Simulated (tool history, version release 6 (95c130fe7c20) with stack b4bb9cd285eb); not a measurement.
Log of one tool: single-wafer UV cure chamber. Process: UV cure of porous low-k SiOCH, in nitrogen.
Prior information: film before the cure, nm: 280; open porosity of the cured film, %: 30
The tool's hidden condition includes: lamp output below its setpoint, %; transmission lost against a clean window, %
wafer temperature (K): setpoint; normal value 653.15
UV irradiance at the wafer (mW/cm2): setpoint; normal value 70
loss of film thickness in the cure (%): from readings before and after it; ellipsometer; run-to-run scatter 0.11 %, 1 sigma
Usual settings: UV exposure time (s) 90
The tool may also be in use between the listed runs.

run	hour	wafer temperature (K)	UV exposure time (s)	UV irradiance at the wafer (mW/cm2)	wafers since the last listed run	hours since the UV bulbs were replaced	wafers since the quartz window was cleaned	loss of film thickness in the cure (%)
1	0.0	653.15	90	70	0	792.1	926	7.345
2	34.7	653.15	90	70	128	826.8	1055	7.248
3	58.0	667.15	90	40	86	850.1	1141	4.923
4	73.8	653.15	120	70	58	865.9	1200	8.498
5	90.2	653.15	90	48	60	882.3	1261	5.432
6	122.3	653.15	90	48	118	914.4	1380	5.361
7	149.6	653.15	90	48	101	941.7	1481	5.451
8	163.2	653.15	90	70	50	955.3	1531	6.879
9	175.5	653.15	90	101	45	967.6	1577	8.664
10	191.3	653.15	90	101	58	983.4	1635	8.719
11	223.9	667.15	70	70	120	1016.0	1756	6.023
12	254.0	653.15	90	40	111	1046.1	1868	4.754
# hour 285.5: UV bulbs replaced
13	289.2	653.15	60	70	100	3.7	1969	6.273
14	324.8	653.15	60	70	131	39.3	2101	6.097
15	357.2	653.15	90	70	120	71.7	2221	8.068
16	370.3	653.15	90	70	48	84.8	2269	7.880
17	400.2	653.15	90	70	110	114.7	2380	7.794
18	424.7	653.15	90	70	90	139.2	2471	7.841
19	444.2	660.15	115	88	72	158.7	2543	10.434
20	465.5	643.15	60	70	78	180.0	2622	5.797
21	501.4	653.15	90	70	133	215.9	2755	7.540
22	529.4	653.15	90	70	103	243.9	2859	7.403
23	592.2	640.15	115	70	232	306.7	3092	8.514
24	627.3	634.15	65	40	130	341.8	3222	3.661
# hour 642.0: quartz window cleaned
25	643.0	653.15	90	70	28	357.5	3	7.545
26	674.5	653.15	70	70	116	389.0	120	6.294
27	709.2	653.15	90	70	128	423.7	249	7.452
28	743.2	668.15	90	70	126	457.7	375	7.592
29	760.9	635.15	55	49	65	475.4	440	3.624
30	779.8	638.15	135	70	70	494.3	510	8.786
31	803.8	665.15	135	98	88	518.3	599	11.445
32	821.6	638.15	110	45	65	536.1	665	5.923
33	836.2	667.15	70	70	54	550.7	720	6.478
34	865.2	653.15	90	70	107	579.7	827	7.190
35	900.3	643.15	60	70	130	614.8	957	5.187
36	924.0	647.15	60	40	87	638.5	1045	3.328
37	945.0	653.15	90	70	77	659.5	1123	7.111

What differs in the tool's unlogged condition from the final listed run ahead of each entry between runs to the first listed run following it?
From run 12 to run 13: UV bulbs replaced (hour 285.5)
  lamp output below its setpoint, %: 21.2 -> 0.825
  the result without the hidden state subtracted from the measured one, loss of film thickness in the cure (%): -0.946 -> -0.037
From run 24 to run 25: quartz window cleaned (hour 642.0)
  lamp output below its setpoint, %: 14.1 -> 14.4
  the result without the hidden state subtracted from the measured one, loss of film thickness in the cure (%): -0.489 -> -0.770
